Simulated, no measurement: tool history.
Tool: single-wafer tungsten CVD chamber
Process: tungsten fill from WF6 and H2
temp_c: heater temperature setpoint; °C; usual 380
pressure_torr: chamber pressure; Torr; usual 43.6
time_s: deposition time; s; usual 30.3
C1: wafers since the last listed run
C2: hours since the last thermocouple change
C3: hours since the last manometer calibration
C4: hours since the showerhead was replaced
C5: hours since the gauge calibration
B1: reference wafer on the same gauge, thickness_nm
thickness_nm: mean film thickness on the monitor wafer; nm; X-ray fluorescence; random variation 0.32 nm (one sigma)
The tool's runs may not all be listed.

Run 1, day 0: usual settings; C1 0; C2 1267.3; C3 2823; C4 5763.5; C5 80.7; B1 73.819. Result: thickness_nm 63.115 nm.
Run 2, day 0.633: usual settings but temp_c 376 °C, time_s 26.7 s; C1 355; C2 1282.5; C3 2838.2; C4 5778.7; C5 95.9; B1 73.86. Result: thickness_nm 51.083 nm.
Run 3, day 1.062: usual settings but pressure_torr 46.6 Torr; C1 240; C2 1292.8; C3 2848.5; C4 5789; C5 106.2; B1 73.943. Result: thickness_nm 64.452 nm.
Run 4, day 1.392: usual settings but pressure_torr 46.6 Torr; C1 184; C2 1300.7; C3 2856.4; C4 5796.9; C5 114.1; B1 73.788. Result: thickness_nm 63.881 nm.
Run 5, day 1.867: usual settings but pressure_torr 46.6 Torr; C1 266; C2 1312.1; C3 2867.8; C4 5808.3; C5 125.5; B1 73.959. Result: thickness_nm 64.181 nm.
Run 6, day 2.317: usual settings; C1 252; C2 1322.9; C3 2878.6; C4 5819.1; C5 136.3; B1 73.91. Result: thickness_nm 62.783 nm.
At day 3.238: showerhead replaced.
Run 7, day 3.258: usual settings; C1 341; C2 1345.5; C3 2901.2; C4 0.5; C5 158.9; B1 73.844. Result: thickness_nm 62.372 nm.
Run 8, day 3.296: usual settings; C1 21; C2 1346.4; C3 2902.1; C4 1.4; C5 159.8; B1 73.994. Result: thickness_nm 62.932 nm.
Run 9, day 3.954: usual settings but time_s 32.2 s; C1 369; C2 1362.2; C3 2917.9; C4 17.2; C5 175.6; B1 73.875. Result: thickness_nm 66.658 nm.
At day 4.367: thermocouple changed; heater temperature recalibrated.
Run 10, day 4.504: usual settings but time_s 28.4 s; C1 121; C2 3.3; C3 2931.1; C4 30.4; C5 188.8; B1 73.821. Result: thickness_nm 64.919 nm.
Run 11, day 4.938: usual settings but time_s 28.4 s; C1 243; C2 13.7; C3 2941.5; C4 40.8; C5 199.2; B1 73.832. Result: thickness_nm 64.929 nm.
Run 12, day 5.479: usual settings but temp_c 391 °C; C1 303; C2 26.7; C3 2954.5; C4 53.8; C5 212.2; B1 74.082. Result: thickness_nm 84.328 nm.
Run 13, day 6.096: usual settings but temp_c 391 °C; C1 345; C2 41.5; C3 2969.3; C4 68.6; C5 227; B1 73.996. Result: thickness_nm 83.608 nm.
At day 6.796: capacitance manometer re-zeroed and calibrated.
Run 14, day 6.817: usual settings but temp_c 391 °C, pressure_torr 40.3 Torr, time_s 27.4 s; C1 217; C2 58.8; C3 0.5; C4 85.9; C5 244.3; B1 73.837. Result: thickness_nm 73.977 nm.
Run 15, day 7.35: usual settings; C1 299; C2 71.6; C3 13.3; C4 98.7; C5 257.1; B1 73.847. Result: thickness_nm 69.322 nm.
Run 16, day 7.633: usual settings but pressure_torr 53.6 Torr, time_s 32 s; C1 158; C2 78.4; C3 20.1; C4 105.5; C5 263.9; B1 73.94. Result: thickness_nm 78.067 nm.
Run 17, day 8.125: usual settings but temp_c 369 °C; C1 275; C2 90.2; C3 31.9; C4 117.3; C5 275.7; B1 74.045. Result: thickness_nm 56.422 nm.
Run 18, day 8.529: usual settings but temp_c 391 °C, time_s 25.9 s; C1 226; C2 99.9; C3 41.6; C4 127; C5 285.4; B1 73.903. Result: thickness_nm 71.434 nm.
Run 19, day 9.083: usual settings; C1 310; C2 113.2; C3 54.9; C4 140.3; C5 298.7; B1 73.963. Result: thickness_nm 68.996 nm.
Run 20, day 9.633: usual settings; C1 308; C2 126.4; C3 68.1; C4 153.5; C5 311.9; B1 74.005. Result: thickness_nm 68.361 nm.
At day 10.546: gauge calibrated.
Run 21, day 10.692: usual settings but temp_c 393 °C, pressure_torr 47 Torr; C1 593; C2 151.8; C3 93.5; C4 178.9; C5 3.5; B1 74.011. Result: thickness_nm 88.486 nm.
Run 22, day 11.133: usual settings but temp_c 391 °C, pressure_torr 40.7 Torr, time_s 34.7 s; C1 247; C2 162.4; C3 104.1; C4 189.5; C5 14.1; B1 73.941. Result: thickness_nm 92.933 nm.
Run 23, day 11.858: usual settings; C1 406; C2 179.8; C3 121.5; C4 206.9; C5 31.5; B1 73.827. Result: thickness_nm 67.875 nm.
Run 24, day 12.288: usual settings but time_s 35.1 s; C1 240; C2 190.1; C3 131.8; C4 217.2; C5 41.8; B1 74.064. Result: thickness_nm 79.189 nm.
Run 25, day 12.929: usual settings but temp_c 392 °C; C1 359; C2 205.5; C3 147.2; C4 232.6; C5 57.2; B1 73.856. Result: thickness_nm 83.714 nm.
Run 26, day 13.262: usual settings but pressure_torr 53.8 Torr, time_s 28.4 s; C1 186; C2 213.5; C3 155.2; C4 240.6; C5 65.2; B1 73.849. Result: thickness_nm 68.291 nm.
Run 27, day 13.688: usual settings but temp_c 373 °C, pressure_torr 53.4 Torr; C1 238; C2 223.7; C3 165.4; C4 250.8; C5 75.4; B1 73.81. Result: thickness_nm 63.783 nm.
Run 28, day 13.95: usual settings but temp_c 386 °C, pressure_torr 39.9 Torr, time_s 27.8 s; C1 147; C2 230; C3 171.7; C4 257.1; C5 81.7; B1 73.912. Result: thickness_nm 67.493 nm.
Run 29, day 14.429: usual settings but time_s 32.7 s; C1 268; C2 241.5; C3 183.2; C4 268.6; C5 93.2; B1 73.839. Result: thickness_nm 74.124 nm.
Run 30, day 14.996: usual settings but temp_c 368 °C, pressure_torr 50.5 Torr, time_s 28.5 s; C1 317; C2 255.1; C3 196.8; C4 282.2; C5 106.8; B1 73.943. Result: thickness_nm 53.746 nm.
Run 31, day 15.25: usual settings; C1 142; C2 261.2; C3 202.9; C4 288.3; C5 112.9; B1 73.842. Result: thickness_nm 68.13 nm.
Run 32, day 15.75: usual settings but temp_c 374 °C, pressure_torr 52.7 Torr; C1 280; C2 273.2; C3 214.9; C4 300.3; C5 124.9; B1 73.845. Result: thickness_nm 64.462 nm.
Run 33, day 16.488: usual settings but pressure_torr 49.1 Torr, time_s 33.7 s; C1 413; C2 290.9; C3 232.6; C4 318; C5 142.6; B1 73.893. Result: thickness_nm 78.297 nm.
Run 34, day 16.983: usual settings but pressure_torr 37.8 Torr, time_s 34.3 s; C1 278; C2 302.8; C3 244.5; C4 329.9; C5 154.5; B1 73.884. Result: thickness_nm 73.073 nm.
Run 35, day 17.488: usual settings but pressure_torr 35.2 Torr, time_s 35.4 s; C1 282; C2 314.9; C3 256.6; C4 342; C5 166.6; B1 73.981. Result: thickness_nm 73.672 nm.

The tool's hidden state at each run:
true pressure above the setpoint (%): 0 in every run
gauge reads high (%): 0 in every run
H1: wafer temperature above the value expected at the setpoint (K)
run      H1
  1   -5.71
  2   -5.78
  3   -5.82
  4   -5.86
  5    -5.9
  6   -5.95
  7   -6.05
  8   -6.05
  9   -6.12
 10  -0.362
 11  -0.407
 12  -0.462
 13  -0.525
 14  -0.599
 15  -0.654
 16  -0.683
 17  -0.733
 18  -0.774
 19  -0.831
 20  -0.887
 21  -0.996
 22   -1.04
 23   -1.11
 24   -1.16
 25   -1.22
 26   -1.26
 27    -1.3
 28   -1.33
 29   -1.38
 30   -1.44
 31   -1.46
 32   -1.51
 33   -1.59
 34   -1.64
 35   -1.69
